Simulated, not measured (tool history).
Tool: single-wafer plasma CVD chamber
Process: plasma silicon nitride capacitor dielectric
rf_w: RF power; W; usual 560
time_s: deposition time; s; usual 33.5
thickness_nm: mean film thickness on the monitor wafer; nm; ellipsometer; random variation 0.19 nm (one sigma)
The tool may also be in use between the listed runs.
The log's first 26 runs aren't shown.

run   hour  rf_w  time_s  read-back reference wafer on the same gauge, thickness_nm  thickness_nm
 27  381.3   450    27.3                                                     51.607        38.193
 28  391.6   505    36.3                                                     51.662        53.587
 29  400.4   610    37.1                                                     51.533        60.513
 30  418.1   465    33.5                                                     51.561        47.161
 31  428.3   560    33.5                                                      51.58        52.073
 32  444.3   640      37                                                     51.614        61.358
 33  458.4   490    39.8                                                     51.627        57.797
 34  469.8   560    33.5                                                     51.627        51.936
 35  477.7   470    29.8                                                     51.641        42.373
 36  487.2   495    27.5                                                     51.619        39.851
 37    509   525      38                                                      51.56        57.088
 38  522.1   465    37.9                                                     51.616        53.553
 39  531.9   560    33.5                                                     51.594        51.908
 40  542.1   510    38.5                                                     51.617        57.117
 41  556.3   655    37.8                                                     51.625         63.12
 42  566.6   510    35.8                                                     51.633         52.81
 43  573.1   510    37.2                                                     51.577        54.955

5 ways to go on from here, each from the tool as it stands after run 43. What would each give?
  A  573.5   560    35.9                                                          ?             ?
  B  573.5   660    27.5                                                          ?             ?
  C  573.5   600    38.6                                                          ?             ?
  D  573.5   610    28.5                                                          ?             ?
  E  573.5   560    28.1                                                          ?             ?

run  read-back reference wafer on the same gauge, thickness_nm  thickness_nm
  A                                                     51.625        55.627
  B                                                     51.625        45.965
  C                                                     51.625        61.795
  D                                                     51.625        45.975
  E                                                     51.625        43.541
Without the tool's hidden state the same runs would have given:
run  thickness_nm
  A        56.539
  B        46.719
  C        62.808
  D        46.729
  E        44.255
